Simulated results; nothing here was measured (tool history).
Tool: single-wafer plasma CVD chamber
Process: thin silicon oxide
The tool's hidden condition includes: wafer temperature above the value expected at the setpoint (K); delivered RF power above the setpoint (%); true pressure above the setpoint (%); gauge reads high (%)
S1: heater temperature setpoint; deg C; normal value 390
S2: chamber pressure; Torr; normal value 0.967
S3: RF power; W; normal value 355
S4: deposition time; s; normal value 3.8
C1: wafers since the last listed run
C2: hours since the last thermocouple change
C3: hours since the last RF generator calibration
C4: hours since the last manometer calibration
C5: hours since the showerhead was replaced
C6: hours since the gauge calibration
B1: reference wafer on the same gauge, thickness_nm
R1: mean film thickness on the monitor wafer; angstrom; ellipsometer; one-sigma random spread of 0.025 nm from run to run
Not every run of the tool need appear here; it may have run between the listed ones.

run	hour	S1	S2	S3	S4	C1	C2	C3	C4	C5	C6	B1	R1
1	0	390	0.85	355	4.01	0	866.6	1713.1	2106.4	3333.2	535.8	9.804	88.66
2	86.7	390	0.967	355	3.8	2343	953.3	1799.8	2193.1	3419.9	622.5	9.796	92.01
3	101.8	390	0.967	355	3.8	408	968.4	1814.9	2208.2	3435	637.6	9.804	91.63
4	119	390	0.967	355	3.8	464	985.6	1832.1	2225.4	3452.2	654.8	9.803	91.72
5	146.4	401	0.967	355	3.8	740	1013	1859.5	2252.8	3479.6	682.2	9.806	91.85
6	176.1	390	0.967	355	3.8	802	1042.7	1889.2	2282.5	3509.3	711.9	9.811	92.02
7	201.1	390	0.967	355	3.8	675	1067.7	1914.2	2307.5	3534.3	736.9	9.812	92.44
8	224	390	0.967	355	3.8	618	1090.6	1937.1	2330.4	3557.2	759.8	9.808	92.4
# hour 271.7: capacitance manometer re-zeroed and calibrated
9	290.5	394	0.967	355	3.8	1580	1157.1	2003.6	18.8	3623.7	826.3	9.814	94.02
# hour 300.3: gauge calibrated
10	303.6	394	0.967	355	3.8	354	1170.2	2016.7	31.9	3636.8	3.3	9.811	94.06
11	330.4	390	0.967	355	3.8	724	1197	2043.5	58.7	3663.6	30.1	9.808	94.4
12	365.5	390	0.967	355	3.8	948	1232.1	2078.6	93.8	3698.7	65.2	9.811	94.49
# hour 396.8: showerhead replaced
13	397.3	390	0.967	405	3.8	643	1263.9	2110.4	125.6	0.5	97	9.808	97.19
# hour 408: capacitance manometer re-zeroed and calibrated, repeated, since the last time left the tool worse
14	423.1	390	0.967	355	3.8	481	1289.7	2136.2	15.1	26.3	122.8	9.816	89.48
# hour 442.3: thermocouple changed; heater temperature recalibrated
15	452.2	390	0.967	355	3.8	570	9.9	2165.3	44.2	55.4	151.9	9.82	89.27
16	480.7	390	0.967	415	3.3	770	38.4	2193.8	72.7	83.9	180.4	9.826	79.87
17	515	401	1.163	355	3.49	926	72.7	2228.1	107	118.2	214.7	9.825	90.68
# hour 535.6: RF generator calibrated
18	542.1	381	0.967	355	3.17	516	99.8	6.5	134.1	145.3	241.8	9.817	75.21
19	568.4	390	0.967	355	3.8	710	126.1	32.8	160.4	171.6	268.1	9.815	89.88
20	583.5	390	0.967	355	4.5	408	141.2	47.9	175.5	186.7	283.2	9.813	105.99
21	602.7	395	1.185	400	4.36	518	160.4	67.1	194.7	205.9	302.4	9.802	118.01
22	634.4	379	0.967	355	3.8	856	192.1	98.8	226.4	237.6	334.1	9.819	90.37
23	667.7	402	0.967	355	4.19	899	225.4	132.1	259.7	270.9	367.4	9.809	98.55
24	692.8	394	0.967	355	3.33	678	250.5	157.2	284.8	296	392.5	9.81	78.27
25	711.8	390	0.967	355	3.8	513	269.5	176.2	303.8	315	411.5	9.822	89.17

Selected run-to-run steps in R1, each split into two signed amounts: the part the tool would show with no hidden state at all (from settings, incoming material and random variation), and the remainder, which goes to the hidden state together with any gauge scatter not common to the measured and the hidden-state-free results:
Run 8 -> 9: S1 390 -> 394, capacitance manometer re-zeroed and calibrated. R1 +1.62 angstrom: hidden state +2.26, all else -0.64.
Run 13 -> 14: S3 405 -> 355, capacitance manometer re-zeroed and calibrated, repeated, since the last time left the tool worse. R1 -7.71 angstrom: hidden state -5.23, all else -2.48.
Run 21 -> 22: S1 395 -> 379, S2 1.185 -> 0.967, S3 400 -> 355, S4 4.36 -> 3.8. R1 -27.64 angstrom: hidden state +0, all else -27.64.
Run 23 -> 24: S1 402 -> 394, S4 4.19 -> 3.33. R1 -20.28 angstrom: hidden state -0.07, all else -20.21.

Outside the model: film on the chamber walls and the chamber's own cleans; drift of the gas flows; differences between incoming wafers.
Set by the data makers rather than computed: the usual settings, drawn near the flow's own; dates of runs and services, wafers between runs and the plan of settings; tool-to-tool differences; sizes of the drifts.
